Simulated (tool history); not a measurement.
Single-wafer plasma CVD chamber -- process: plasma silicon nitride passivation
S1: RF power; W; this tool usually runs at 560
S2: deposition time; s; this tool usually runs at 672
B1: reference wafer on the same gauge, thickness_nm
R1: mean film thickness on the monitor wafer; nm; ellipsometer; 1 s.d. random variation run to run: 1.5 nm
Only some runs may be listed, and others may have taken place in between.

Run 1, hour 0.0: usual settings; B1 970.112. Result: R1 1025.989 nm.
Run 2, hour 11.5: usual settings; B1 970.377. Result: R1 1025.530 nm.
Run 3, hour 25.4: usual settings; B1 970.730. Result: R1 1024.450 nm.
Run 4, hour 35.0: usual settings; B1 970.270. Result: R1 1027.281 nm.
Run 5, hour 41.8: usual settings but S1 640 W, S2 778 s; B1 970.080. Result: R1 1232.071 nm.
Run 6, hour 72.2: usual settings but S1 640 W, S2 778 s; B1 969.708. Result: R1 1233.181 nm.
Run 7, hour 82.5: usual settings; B1 969.886. Result: R1 1025.827 nm.
Run 8, hour 134.9: usual settings; B1 970.024. Result: R1 1027.393 nm.
Run 9, hour 147.5: usual settings; B1 970.465. Result: R1 1023.510 nm.
Run 10, hour 161.7: usual settings; B1 969.969. Result: R1 1029.120 nm.
Run 11, hour 168.8: usual settings; B1 969.890. Result: R1 1026.202 nm.
Run 12, hour 178.1: usual settings; B1 969.831. Result: R1 1023.218 nm.
Run 13, hour 191.1: usual settings; B1 970.002. Result: R1 1027.326 nm.
Run 14, hour 196.6: usual settings; B1 970.681. Result: R1 1025.748 nm.
Run 15, hour 209.9: usual settings; B1 969.981. Result: R1 1025.070 nm.
Run 16, hour 219.4: usual settings but S2 769 s; B1 970.394. Result: R1 1172.639 nm.
Run 17, hour 231.9: usual settings but S2 769 s; B1 970.075. Result: R1 1173.759 nm.
Run 18, hour 240.2: usual settings but S2 769 s; B1 970.094. Result: R1 1171.809 nm.
Run 19, hour 255.9: usual settings but S2 544 s; B1 969.345. Result: R1 830.073 nm.
Run 20, hour 273.9: usual settings but S1 470 W, S2 795 s; B1 969.609. Result: R1 1157.622 nm.
Run 21, hour 286.9: usual settings; B1 970.036. Result: R1 1024.469 nm.
Run 22, hour 297.0: usual settings but S1 605 W, S2 549 s; B1 969.794. Result: R1 853.758 nm.
Run 23, hour 310.3: usual settings but S1 495 W, S2 707 s; B1 970.069. Result: R1 1044.478 nm.
Run 24, hour 321.9: usual settings but S1 520 W; B1 970.404. Result: R1 1006.490 nm.
Run 25, hour 328.7: usual settings; B1 970.274. Result: R1 1025.852 nm.
Run 26, hour 341.1: usual settings but S1 620 W, S2 803 s; B1 969.842. Result: R1 1260.044 nm.
Run 27, hour 353.8: usual settings but S1 600 W, S2 768 s; B1 969.378. Result: R1 1192.901 nm.
Run 28, hour 362.6: usual settings but S1 670 W, S2 756 s; B1 970.640. Result: R1 1210.463 nm.
Run 29, hour 379.9: usual settings but S1 670 W, S2 802 s; B1 969.878. Result: R1 1284.441 nm.
Run 30, hour 395.9: usual settings but S1 525 W, S2 603 s; B1 969.671. Result: R1 903.268 nm.
Run 31, hour 410.5: usual settings but S1 625 W; B1 970.174. Result: R1 1058.046 nm.
Run 32, hour 424.2: usual settings but S1 660 W, S2 630 s; B1 969.703. Result: R1 1003.377 nm.
Run 33, hour 434.8: usual settings; B1 970.260. Result: R1 1026.301 nm.
Run 34, hour 446.0: usual settings but S1 605 W, S2 751 s; B1 969.953. Result: R1 1169.295 nm.
Run 35, hour 452.2: usual settings but S2 548 s; B1 970.040. Result: R1 837.003 nm.
Run 36, hour 465.9: usual settings but S1 495 W, S2 623 s; B1 970.080. Result: R1 920.282 nm.

Withheld: 3 entries from between the runs. Position of each, and hidden state at the listed run before versus the listed run after:
After run 11, before run 12: showerhead replaced (hour 177.6)
  both runs share identical hidden conditions
After run 12, before run 13: RF generator calibrated (hour 190.6)
  both runs share identical hidden conditions
After run 16, before run 17: gauge calibrated (hour 229.1)
  both runs share identical hidden conditions
